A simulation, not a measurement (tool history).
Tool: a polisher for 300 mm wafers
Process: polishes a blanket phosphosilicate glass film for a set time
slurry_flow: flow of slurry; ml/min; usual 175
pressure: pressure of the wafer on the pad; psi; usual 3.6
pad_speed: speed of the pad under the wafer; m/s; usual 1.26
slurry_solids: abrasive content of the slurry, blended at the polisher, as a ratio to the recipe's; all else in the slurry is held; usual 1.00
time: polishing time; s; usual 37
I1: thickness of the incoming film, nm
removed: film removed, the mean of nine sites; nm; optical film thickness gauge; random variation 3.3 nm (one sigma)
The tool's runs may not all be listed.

run 1 hour=0.0 | slurry_flow=175 pressure=3.6 pad_speed=1.56 slurry_solids=1.00 time=37 | I1=2679.7 | removed=543.0
run 2 hour=14.6 | slurry_flow=175 pressure=3.6 pad_speed=1.56 slurry_solids=1.00 time=37 | I1=2640.0 | removed=543.6
-- hour=17.8 slurry blender recalibrated
run 3 hour=23.6 | slurry_flow=175 pressure=3.6 pad_speed=1.56 slurry_solids=1.00 time=37 | I1=2641.6 | removed=568.4
run 4 hour=64.2 | slurry_flow=195 pressure=3.6 pad_speed=1.12 slurry_solids=1.00 time=37 | I1=2673.8 | removed=421.2
run 5 hour=79.0 | slurry_flow=195 pressure=3.6 pad_speed=1.12 slurry_solids=1.00 time=37 | I1=2655.4 | removed=423.4
-- hour=86.5 conditioning disc replaced and pad reconditioned
run 6 hour=91.6 | slurry_flow=175 pressure=3.6 pad_speed=1.26 slurry_solids=1.00 time=40 | I1=2675.4 | removed=488.5
run 7 hour=102.1 | slurry_flow=175 pressure=3.6 pad_speed=1.26 slurry_solids=1.00 time=40 | I1=2624.9 | removed=488.7
run 8 hour=108.2 | slurry_flow=175 pressure=3.6 pad_speed=1.26 slurry_solids=1.00 time=40 | I1=2692.1 | removed=483.2
-- hour=123.5 worn pad replaced by a new one
run 9 hour=124.0 | slurry_flow=175 pressure=3.6 pad_speed=1.26 slurry_solids=0.90 time=43 | I1=2652.8 | removed=501.7
-- hour=128.3 slurry blender recalibrated
run 10 hour=130.8 | slurry_flow=135 pressure=3.6 pad_speed=1.26 slurry_solids=1.25 time=37 | I1=2650.7 | removed=515.9
run 11 hour=144.3 | slurry_flow=175 pressure=4.8 pad_speed=1.26 slurry_solids=1.00 time=31 | I1=2633.9 | removed=537.6
run 12 hour=154.2 | slurry_flow=175 pressure=3.6 pad_speed=1.26 slurry_solids=1.15 time=27 | I1=2630.7 | removed=365.7

Forecast run 13:
run 13 hour=165.6 | slurry_flow=195 pressure=3.6 pad_speed=1.48 slurry_solids=0.90 time=37 | I1=2656.4 | removed=?

removed: 517.7 nm
Without the tool's hidden state the same run would have given removed 546.3 nm.
